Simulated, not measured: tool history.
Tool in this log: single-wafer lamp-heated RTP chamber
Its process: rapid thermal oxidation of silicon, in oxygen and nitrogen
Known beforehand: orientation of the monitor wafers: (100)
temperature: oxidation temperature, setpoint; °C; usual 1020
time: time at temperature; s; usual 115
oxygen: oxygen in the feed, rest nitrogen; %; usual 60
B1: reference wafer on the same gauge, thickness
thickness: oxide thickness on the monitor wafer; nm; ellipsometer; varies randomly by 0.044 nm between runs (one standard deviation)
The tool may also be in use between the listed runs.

run 1 day=0.000 | temperature=998 time=135 oxygen=60 | B1=6.379 | thickness=6.905
run 2 day=1.225 | temperature=998 time=135 oxygen=60 | B1=6.404 | thickness=6.981
run 3 day=2.404 | temperature=1011 time=115 oxygen=69 | B1=6.408 | thickness=7.484
run 4 day=3.242 | temperature=1011 time=115 oxygen=69 | B1=6.393 | thickness=7.393
run 5 day=3.883 | temperature=1011 time=115 oxygen=69 | B1=6.400 | thickness=7.573
run 6 day=4.392 | temperature=1020 time=115 oxygen=60 | B1=6.399 | thickness=7.622
run 7 day=5.121 | temperature=1020 time=115 oxygen=60 | B1=6.403 | thickness=7.605
run 8 day=5.967 | temperature=1020 time=115 oxygen=60 | B1=6.393 | thickness=7.541
run 9 day=7.300 | temperature=1020 time=115 oxygen=60 | B1=6.409 | thickness=7.673
run 10 day=8.325 | temperature=1020 time=115 oxygen=60 | B1=6.401 | thickness=7.655
run 11 day=11.354 | temperature=1020 time=115 oxygen=60 | B1=6.399 | thickness=7.642
run 12 day=12.671 | temperature=1020 time=115 oxygen=60 | B1=6.392 | thickness=7.545
run 13 day=13.388 | temperature=1020 time=115 oxygen=60 | B1=6.394 | thickness=7.676
run 14 day=14.475 | temperature=1029 time=115 oxygen=60 | B1=6.400 | thickness=8.135
run 15 day=15.617 | temperature=1029 time=115 oxygen=60 | B1=6.396 | thickness=8.100
run 16 day=17.021 | temperature=1020 time=115 oxygen=60 | B1=6.404 | thickness=7.496
run 17 day=17.650 | temperature=1020 time=115 oxygen=60 | B1=6.405 | thickness=7.511
run 18 day=18.675 | temperature=1020 time=115 oxygen=60 | B1=6.397 | thickness=7.666
run 19 day=19.329 | temperature=998 time=154 oxygen=79 | B1=6.387 | thickness=8.141
run 20 day=20.275 | temperature=1020 time=68 oxygen=60 | B1=6.389 | thickness=5.974
run 21 day=21.683 | temperature=1020 time=115 oxygen=60 | B1=6.408 | thickness=7.569
run 22 day=22.867 | temperature=1035 time=157 oxygen=78 | B1=6.393 | thickness=10.783
run 23 day=23.612 | temperature=1020 time=115 oxygen=60 | B1=6.397 | thickness=7.491
run 24 day=24.508 | temperature=1020 time=115 oxygen=60 | B1=6.404 | thickness=7.522
run 25 day=25.883 | temperature=1020 time=148 oxygen=60 | B1=6.399 | thickness=8.545
run 26 day=27.129 | temperature=1045 time=164 oxygen=60 | B1=6.401 | thickness=10.590
run 27 day=28.233 | temperature=1020 time=160 oxygen=77 | B1=6.383 | thickness=9.591
run 28 day=29.654 | temperature=1047 time=115 oxygen=60 | B1=6.394 | thickness=9.188
run 29 day=30.183 | temperature=1044 time=115 oxygen=60 | B1=6.398 | thickness=9.005
run 30 day=31.138 | temperature=1033 time=115 oxygen=36 | B1=6.392 | thickness=6.892
run 31 day=31.833 | temperature=1020 time=115 oxygen=60 | B1=6.393 | thickness=7.610
run 32 day=33.204 | temperature=1020 time=115 oxygen=60 | B1=6.403 | thickness=7.586
run 33 day=34.046 | temperature=1020 time=115 oxygen=60 | B1=6.399 | thickness=7.639
run 34 day=35.238 | temperature=1047 time=98 oxygen=40 | B1=6.400 | thickness=7.379

Not shown: 4 entries that the log had between the listed runs. Between which runs, and how does the tool's hidden state differ before and after?
In the gap between runs 13 and 14: gauge calibrated (day 14.362); pyrometer window cleaned and pyrometer calibrated (day 14.454)
  nothing in the hidden state changes from one run to the other
In the gap between runs 26 and 27: oxygen flow controller replaced (day 28.033)
  nothing in the hidden state changes from one run to the other
In the gap between runs 31 and 32: pyrometer window cleaned and pyrometer calibrated (day 33.067)
  nothing in the hidden state changes from one run to the other

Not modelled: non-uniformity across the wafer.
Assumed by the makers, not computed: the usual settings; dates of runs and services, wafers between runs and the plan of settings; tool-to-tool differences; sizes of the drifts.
